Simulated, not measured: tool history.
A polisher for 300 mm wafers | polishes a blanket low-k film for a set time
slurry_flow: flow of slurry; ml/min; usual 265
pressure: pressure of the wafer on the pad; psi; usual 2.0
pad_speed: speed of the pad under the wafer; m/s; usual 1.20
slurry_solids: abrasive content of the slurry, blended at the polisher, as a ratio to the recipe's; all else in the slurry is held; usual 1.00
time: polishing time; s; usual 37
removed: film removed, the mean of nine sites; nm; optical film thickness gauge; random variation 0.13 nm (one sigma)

run,hour,slurry_flow,pressure,pad_speed,slurry_solids,time,wafers since the last listed run,wafers polished on this pad,hours since the slurry nozzle was cleaned,hours since the head pressure was calibrated,hours since the slurry blender was calibrated,hours since the conditioning disc was replaced,"incoming thickness of the incoming film, nm",removed
1,0.0,265,2.0,1.20,1.00,37,0,2203,110.6,144.2,174.9,111.0,481.3,15.6
# hour 1.3: worn pad replaced by a new one
# hour 39.1: slurry blender recalibrated
2,53.4,265,2.0,1.20,1.00,37,462,462,164.0,197.6,14.3,164.4,479.6,16.7
3,114.4,220,2.0,1.20,1.00,37,562,1024,225.0,258.6,75.3,225.4,489.4,16.2
# hour 153.1: conditioning disc replaced and pad reconditioned
4,156.4,220,2.0,1.20,1.00,37,369,1394,267.0,300.6,117.3,3.3,484.4,16.0
# hour 158.5: slurry nozzle cleaned
5,186.3,220,2.0,1.20,1.00,37,266,1660,27.8,330.5,147.2,33.2,476.5,15.6
6,236.7,265,2.0,1.20,1.00,37,465,2125,78.2,380.9,197.6,83.6,470.2,15.1
# hour 256.0: worn pad replaced by a new one
# hour 306.0: slurry blender recalibrated
7,337.7,265,2.0,1.20,1.00,37,876,735,179.2,481.9,31.7,184.6,481.0,16.5
# hour 368.9: head pressure recalibrated
# hour 392.3: conditioning disc replaced and pad reconditioned
8,400.6,265,2.0,1.20,1.00,37,543,1278,242.1,31.7,94.6,8.3,483.9,17.4
# hour 452.8: slurry nozzle cleaned
9,464.5,265,2.0,1.20,1.00,37,580,1859,11.7,95.6,158.5,72.2,482.8,16.2
# hour 469.6: worn pad replaced by a new one
10,535.3,200,2.5,0.88,1.00,37,616,606,82.5,166.4,229.3,143.0,479.0,16.6
# hour 548.0: slurry blender recalibrated
11,593.7,265,2.5,1.58,1.00,37,520,1127,140.9,224.8,45.7,201.4,471.8,25.1
# hour 633.9: conditioning disc replaced and pad reconditioned
12,634.4,265,2.0,1.20,0.75,26,357,1484,181.6,265.5,86.4,0.5,481.9,9.9
# hour 676.6: worn pad replaced by a new one
# hour 729.0: slurry nozzle cleaned
# hour 818.3: slurry blender recalibrated
# hour 839.6: conditioning disc replaced and pad reconditioned
13,847.6,265,2.5,1.58,1.00,37,1884,1531,118.6,478.7,29.3,8.0,471.1,24.2
14,905.3,215,2.0,1.54,1.00,37,532,2064,176.3,536.4,87.0,65.7,481.2,18.0
# hour 917.7: head pressure recalibrated
# hour 949.6: worn pad replaced by a new one
15,963.0,265,2.0,1.20,1.00,37,477,123,234.0,45.3,144.7,123.4,475.7,17.4
# hour 972.4: slurry nozzle cleaned
# hour 1026.0: slurry blender recalibrated
16,1026.5,265,2.0,1.20,1.00,37,558,682,54.1,108.8,0.5,186.9,479.6,16.9
17,1065.9,305,1.4,1.20,1.00,37,363,1045,93.5,148.2,39.9,226.3,478.6,11.8
# hour 1104.6: conditioning disc replaced and pad reconditioned
18,1128.3,265,2.0,1.48,0.85,49,557,1603,155.9,210.6,102.3,23.7,480.4,22.8
# hour 1193.5: worn pad replaced by a new one
19,1194.0,305,2.0,1.20,1.00,37,569,4,221.6,276.3,168.0,89.4,474.0,16.8

Forecast each of these 5 alternatives for the next run:
A,1194.4,265,2.0,1.20,1.00,37,3,8,222.0,276.7,168.4,89.8,474.3,?
B,1194.4,265,2.0,1.48,1.00,37,3,8,222.0,276.7,168.4,89.8,474.3,?
C,1194.4,265,2.2,1.20,0.90,37,3,8,222.0,276.7,168.4,89.8,474.3,?
D,1194.4,235,2.0,1.60,1.00,37,3,8,222.0,276.7,168.4,89.8,474.3,?
E,1194.4,265,2.0,1.20,0.75,37,3,8,222.0,276.7,168.4,89.8,474.3,?

run,removed
A,16.6
B,19.3
C,17.4
D,20.2
E,14.3
Without the tool's hidden state the same runs would have given:
run,removed
A,18.0
B,20.9
C,18.8
D,21.9
E,15.5
